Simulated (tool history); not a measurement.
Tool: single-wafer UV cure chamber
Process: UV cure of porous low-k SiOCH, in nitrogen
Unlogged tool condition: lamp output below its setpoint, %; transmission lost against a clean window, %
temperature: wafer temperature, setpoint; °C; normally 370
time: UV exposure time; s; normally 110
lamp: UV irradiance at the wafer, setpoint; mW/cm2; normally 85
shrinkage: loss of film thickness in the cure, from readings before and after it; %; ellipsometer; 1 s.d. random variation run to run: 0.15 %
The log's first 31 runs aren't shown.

| run | hour | temperature | time | lamp | wafers since the last listed run | hours since the UV bulbs were replaced | wafers since the quartz window was cleaned | shrinkage |
|---|---|---|---|---|---|---|---|---|
|  | 1458.3 | quartz window cleaned |
| 32 | 1476.6 | 360 | 110 | 45 | 177 | 1134.9 | 158 | 7.126 |
| 33 | 1536.7 | 370 | 145 | 85 | 519 | 1195 | 678 | 12.112 |
| 34 | 1585.1 | 357 | 110 | 46 | 418 | 1243.4 | 1097 | 6.796 |
| 35 | 1725.2 | 370 | 110 | 85 | 1212 | 1383.5 | 2309 | 10.006 |
| 36 | 1768.8 | 370 | 110 | 85 | 377 | 1427.1 | 2686 | 9.929 |
| 37 | 1835.5 | 377 | 45 | 70 | 577 | 1493.8 | 3263 | 4.918 |
| 38 | 1891.6 | 370 | 165 | 85 | 485 | 1549.9 | 3749 | 12.253 |
|  | 1929.2 | UV bulbs replaced |
| 39 | 1949.9 | 370 | 50 | 105 | 435 | 20.7 | 4184 | 7.098 |
|  | 1983.5 | quartz window cleaned |
| 40 | 1992 | 352 | 150 | 85 | 295 | 62.8 | 73 | 11.931 |
| 41 | 2048.4 | 382 | 110 | 85 | 487 | 119.2 | 561 | 10.512 |
| 42 | 2079.6 | 359 | 110 | 63 | 269 | 150.4 | 831 | 8.453 |
| 43 | 2141.3 | 370 | 110 | 85 | 533 | 212.1 | 1365 | 9.938 |
| 44 | 2195.5 | 370 | 125 | 85 | 468 | 266.3 | 1834 | 10.63 |
| 45 | 2231 | 370 | 110 | 85 | 307 | 301.8 | 2141 | 9.74 |
| 46 | 2285.6 | 370 | 80 | 69 | 472 | 356.4 | 2613 | 7.248 |
| 47 | 2336.4 | 379 | 110 | 49 | 439 | 407.2 | 3053 | 7.174 |
| 48 | 2377.6 | 388 | 160 | 104 | 356 | 448.4 | 3409 | 13.8 |
| 49 | 2444.7 | 362 | 110 | 75 | 580 | 515.5 | 3990 | 8.691 |

Here are 4 independent what-if runs from the current tool condition. What would each one return?
| A | 2445.2 | 370 | 110 | 85 | 4 | 516 | 3994 | ? |
| B | 2445.2 | 390 | 45 | 111 | 4 | 516 | 3994 | ? |
| C | 2445.2 | 370 | 85 | 47 | 4 | 516 | 3994 | ? |
| D | 2445.2 | 389 | 110 | 97 | 4 | 516 | 3994 | ? |

| run | shrinkage |
|---|---|
| A | 9.713 |
| B | 6.961 |
| C | 5.599 |
| D | 10.831 |
What these runs would have given with no unlogged condition in the tool:
| run | shrinkage |
|---|---|
| A | 10.639 |
| B | 7.804 |
| C | 6.356 |
| D | 11.771 |
